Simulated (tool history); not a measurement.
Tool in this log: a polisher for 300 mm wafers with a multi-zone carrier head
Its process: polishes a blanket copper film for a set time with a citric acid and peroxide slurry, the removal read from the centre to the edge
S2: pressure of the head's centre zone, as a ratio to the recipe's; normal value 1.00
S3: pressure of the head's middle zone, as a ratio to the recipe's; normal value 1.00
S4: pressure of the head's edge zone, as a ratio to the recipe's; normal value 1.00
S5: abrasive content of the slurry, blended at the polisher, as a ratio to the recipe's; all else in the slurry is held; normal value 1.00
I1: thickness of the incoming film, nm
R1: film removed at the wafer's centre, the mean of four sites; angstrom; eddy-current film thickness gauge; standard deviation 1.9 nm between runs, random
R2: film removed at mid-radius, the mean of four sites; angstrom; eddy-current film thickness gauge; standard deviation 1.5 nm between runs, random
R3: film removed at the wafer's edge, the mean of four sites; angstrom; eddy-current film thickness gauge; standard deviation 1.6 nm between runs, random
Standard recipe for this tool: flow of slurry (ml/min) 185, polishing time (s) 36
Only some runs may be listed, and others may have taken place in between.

run 1 hour=0.0 | flow_of_slurry_(ml/min)=185 S2=1.00 S3=1.00 S4=1.00 S5=1.00 polishing_time_(s)=36 | I1=1192.0 | R1=1370 R2=1486 R3=1461
run 2 hour=22.7 | flow_of_slurry_(ml/min)=185 S2=1.00 S3=1.00 S4=1.00 S5=1.00 polishing_time_(s)=36 | I1=1189.9 | R1=1329 R2=1509 R3=1434
run 3 hour=41.7 | flow_of_slurry_(ml/min)=185 S2=1.00 S3=1.00 S4=1.00 S5=1.00 polishing_time_(s)=36 | I1=1184.7 | R1=1382 R2=1472 R3=1472
-- hour=67.9 worn pad replaced by a new one
run 4 hour=76.6 | flow_of_slurry_(ml/min)=185 S2=1.00 S3=1.00 S4=1.00 S5=1.00 polishing_time_(s)=36 | I1=1202.2 | R1=1348 R2=1473 R3=1453
run 5 hour=99.4 | flow_of_slurry_(ml/min)=185 S2=1.00 S3=1.00 S4=1.00 S5=1.00 polishing_time_(s)=36 | I1=1206.1 | R1=1352 R2=1488 R3=1460
-- hour=125.0 carrier head's membrane replaced by a new one
-- hour=129.6 centre zone pressure recalibrated
run 6 hour=130.1 | flow_of_slurry_(ml/min)=185 S2=1.00 S3=1.00 S4=1.00 S5=1.05 polishing_time_(s)=36 | I1=1166.2 | R1=1260 R2=1499 R3=1491
run 7 hour=143.6 | flow_of_slurry_(ml/min)=185 S2=1.08 S3=0.93 S4=1.00 S5=1.00 polishing_time_(s)=40 | I1=1196.0 | R1=1480 R2=1556 R3=1650
-- hour=165.3 edge zone pressure recalibrated
run 8 hour=173.1 | flow_of_slurry_(ml/min)=155 S2=1.00 S3=1.00 S4=1.00 S5=1.25 polishing_time_(s)=36 | I1=1182.0 | R1=1273 R2=1558 R3=1544
run 9 hour=193.3 | flow_of_slurry_(ml/min)=155 S2=1.00 S3=0.92 S4=1.11 S5=1.00 polishing_time_(s)=27 | I1=1202.6 | R1=905 R2=1011 R3=1149
-- hour=206.3 worn pad replaced by a new one
run 10 hour=207.0 | flow_of_slurry_(ml/min)=140 S2=1.00 S3=0.92 S4=1.00 S5=1.00 polishing_time_(s)=36 | I1=1183.0 | R1=1161 R2=1321 R3=1399
run 11 hour=230.7 | flow_of_slurry_(ml/min)=185 S2=1.00 S3=1.00 S4=1.00 S5=1.00 polishing_time_(s)=36 | I1=1186.0 | R1=1235 R2=1521 R3=1483
-- hour=251.7 slurry nozzle cleaned
-- hour=257.1 centre zone pressure recalibrated, repeated, since the last time left the tool worse
run 12 hour=257.6 | flow_of_slurry_(ml/min)=250 S2=1.00 S3=1.07 S4=1.00 S5=0.80 polishing_time_(s)=36 | I1=1183.7 | R1=1406 R2=1498 R3=1369
run 13 hour=281.6 | flow_of_slurry_(ml/min)=140 S2=1.00 S3=1.00 S4=1.00 S5=1.00 polishing_time_(s)=36 | I1=1179.8 | R1=1366 R2=1407 R3=1405
run 14 hour=306.6 | flow_of_slurry_(ml/min)=245 S2=1.00 S3=1.00 S4=0.93 S5=1.00 polishing_time_(s)=36 | I1=1194.5 | R1=1494 R2=1569 R3=1430
-- hour=322.6 worn pad replaced by a new one
run 15 hour=330.8 | flow_of_slurry_(ml/min)=240 S2=1.00 S3=1.00 S4=1.00 S5=1.00 polishing_time_(s)=36 | I1=1178.9 | R1=1538 R2=1555 R3=1503
run 16 hour=349.4 | flow_of_slurry_(ml/min)=185 S2=0.93 S3=1.00 S4=0.93 S5=0.75 polishing_time_(s)=44 | I1=1176.5 | R1=1466 R2=1641 R3=1539
run 17 hour=377.9 | flow_of_slurry_(ml/min)=145 S2=1.00 S3=1.00 S4=0.92 S5=1.00 polishing_time_(s)=36 | I1=1190.4 | R1=1361 R2=1390 R3=1363
run 18 hour=401.0 | flow_of_slurry_(ml/min)=230 S2=1.00 S3=1.04 S4=1.04 S5=1.10 polishing_time_(s)=36 | I1=1206.4 | R1=1547 R2=1615 R3=1585
run 19 hour=433.5 | flow_of_slurry_(ml/min)=140 S2=1.05 S3=1.00 S4=1.00 S5=1.00 polishing_time_(s)=36 | I1=1200.5 | R1=1421 R2=1388 R3=1409
-- hour=453.1 worn pad replaced by a new one
run 20 hour=463.4 | flow_of_slurry_(ml/min)=185 S2=1.00 S3=1.03 S4=0.93 S5=1.00 polishing_time_(s)=32 | I1=1187.1 | R1=1303 R2=1335 R3=1259

Here are 5 independent what-if runs from the current tool condition. What would each one return?
run A hour=463.8 | flow_of_slurry_(ml/min)=185 S2=1.00 S3=1.00 S4=1.00 S5=1.00 polishing_time_(s)=27 | I1=1206.8 | R1=? R2=? R3=?
run B hour=463.8 | flow_of_slurry_(ml/min)=185 S2=1.00 S3=0.90 S4=1.00 S5=1.00 polishing_time_(s)=29 | I1=1206.8 | R1=? R2=? R3=?
run C hour=463.8 | flow_of_slurry_(ml/min)=185 S2=1.00 S3=1.00 S4=1.06 S5=1.00 polishing_time_(s)=42 | I1=1206.8 | R1=? R2=? R3=?
run D hour=463.8 | flow_of_slurry_(ml/min)=185 S2=1.00 S3=1.10 S4=0.90 S5=1.00 polishing_time_(s)=36 | I1=1206.8 | R1=? R2=? R3=?
run E hour=463.8 | flow_of_slurry_(ml/min)=185 S2=1.00 S3=0.94 S4=1.00 S5=1.00 polishing_time_(s)=36 | I1=1206.8 | R1=? R2=? R3=?

run=A R1=1087 R2=1119 R3=1116
run=B R1=1167 R2=1103 R3=1200
run=C R1=1691 R2=1740 R3=1786
run=D R1=1450 R2=1614 R3=1414
run=E R1=1449 R2=1418 R3=1489
Stripped of hidden state, with their random variation kept, the same runs would have yielded:
run=A R1=1083 R2=1119 R3=1116
run=B R1=1163 R2=1103 R3=1200
run=C R1=1685 R2=1740 R3=1786
run=D R1=1446 R2=1615 R3=1414
run=E R1=1444 R2=1418 R3=1489

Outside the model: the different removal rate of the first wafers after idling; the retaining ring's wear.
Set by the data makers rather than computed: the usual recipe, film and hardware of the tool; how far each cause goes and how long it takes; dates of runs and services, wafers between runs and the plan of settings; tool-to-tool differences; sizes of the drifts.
